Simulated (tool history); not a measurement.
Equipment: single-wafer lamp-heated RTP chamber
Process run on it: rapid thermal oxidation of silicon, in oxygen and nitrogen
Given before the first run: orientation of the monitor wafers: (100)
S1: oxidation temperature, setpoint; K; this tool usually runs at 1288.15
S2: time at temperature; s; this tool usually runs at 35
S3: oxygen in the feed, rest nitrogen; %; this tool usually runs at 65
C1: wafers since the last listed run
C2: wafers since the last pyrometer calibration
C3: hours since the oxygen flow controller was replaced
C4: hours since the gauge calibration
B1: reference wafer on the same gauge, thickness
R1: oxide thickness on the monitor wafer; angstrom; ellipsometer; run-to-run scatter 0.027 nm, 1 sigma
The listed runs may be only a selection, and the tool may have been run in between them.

run,hour,S1,S2,S3,C1,C2,C3,C4,B1,R1
1,0.0,1288.15,35,65,0,5066,3943.5,2005.6,4.977,50.72
2,44.7,1288.15,35,65,637,5704,3988.2,2050.3,4.982,50.59
3,150.6,1298.15,24,65,1510,7214,4094.1,2156.2,4.989,47.31
4,205.1,1298.15,24,65,777,7991,4148.6,2210.7,4.989,46.96
5,275.8,1288.15,35,65,1008,8999,4219.3,2281.4,4.990,51.07
# hour 339.1: pyrometer window cleaned and pyrometer calibrated
6,349.7,1288.15,35,88,939,151,4293.2,2355.3,4.980,53.53
7,386.2,1288.15,35,65,520,671,4329.7,2391.8,4.975,48.12
8,484.6,1288.15,35,65,1403,2075,4428.1,2490.2,4.972,49.58
9,550.9,1288.15,22,65,945,3020,4494.4,2556.5,4.976,41.59
10,592.3,1288.15,22,65,590,3610,4535.8,2597.9,4.987,41.98
11,648.5,1288.15,22,65,801,4412,4592.0,2654.1,4.973,41.98
12,686.6,1288.15,43,65,543,4955,4630.1,2692.2,4.989,55.14
# hour 706.3: gauge calibrated
13,724.5,1288.15,43,65,540,5496,4668.0,18.2,4.974,55.69
# hour 761.5: oxygen flow controller replaced
14,812.4,1267.15,35,65,1139,6635,50.9,106.1,4.977,44.23
15,850.1,1267.15,35,65,537,7173,88.6,143.8,4.982,44.38
16,920.8,1267.15,35,65,1008,8181,159.3,214.5,4.978,44.45
# hour 1016.6: pyrometer window cleaned and pyrometer calibrated
17,1120.3,1288.15,21,65,2730,1479,358.8,414.0,4.973,40.78
18,1172.7,1270.15,22,81,747,2226,411.2,466.4,4.980,39.48
19,1276.3,1288.15,35,65,1477,3703,514.8,570.0,4.985,51.30
20,1357.8,1288.15,35,65,1162,4866,596.3,651.5,4.977,51.25
21,1405.7,1288.15,35,65,683,5549,644.2,699.4,4.982,51.45
22,1458.4,1315.15,35,65,751,6300,696.9,752.1,4.986,61.79
23,1501.9,1288.15,35,65,620,6921,740.4,795.6,4.992,51.87
24,1540.9,1301.15,30,85,556,7477,779.4,834.6,4.980,58.44
# hour 1586.0: pyrometer window cleaned and pyrometer calibrated
25,1590.7,1299.15,35,84,596,67,829.2,884.4,4.970,56.69
26,1693.9,1288.15,35,65,1471,1538,932.4,987.6,4.982,49.32
27,1770.3,1288.15,35,65,1089,2628,1008.8,1064.0,4.979,49.58
28,1873.5,1296.15,30,79,1471,4100,1112.0,1167.2,4.977,52.79
29,1976.9,1279.15,22,65,1474,5574,1215.4,1270.6,4.980,39.87
# hour 2172.7: pyrometer window cleaned and pyrometer calibrated
30,2280.2,1288.15,43,65,4211,1533,1518.7,1573.9,4.974,54.09
31,2319.6,1267.15,49,37,561,2095,1558.1,1613.3,4.976,41.42
32,2388.4,1305.15,18,51,981,3076,1626.9,1682.1,4.989,40.15
33,2452.7,1288.15,52,45,916,3993,1691.2,1746.4,4.980,52.75
34,2541.7,1288.15,25,65,1269,5262,1780.2,1835.4,4.973,44.30
35,2596.5,1288.15,35,65,781,6044,1835.0,1890.2,4.984,50.88
36,2648.0,1275.15,22,39,734,6778,1886.5,1941.7,4.980,33.73
37,2709.1,1288.15,35,65,871,7649,1947.6,2002.8,4.983,51.09
38,2816.1,1311.15,35,65,1525,9175,2054.6,2109.8,4.983,60.14

What was the tool's hidden state at every run in the log?
deviation of the oxygen flow from its setpoint, %: 0 at every run
gauge reads high (%): 0 at every run
H1: true wafer temperature minus pyrometer reading, K
run,H1
1,7.87
2,8.22
3,8.8
4,9
5,9.2
6,0.903
7,2.34
8,5.18
9,6.47
10,7.1
11,7.78
12,8.15
13,8.46
14,9
15,9.17
16,9.42
17,5.68
18,6.97
19,8.75
20,9.66
21,10
22,10.4
23,10.6
24,10.8
25,0.279
26,3.87
27,5.61
28,7.17
29,8.13
30,4.33
31,5.31
32,6.64
33,7.55
34,8.44
35,8.83
36,9.11
37,9.37
38,9.68
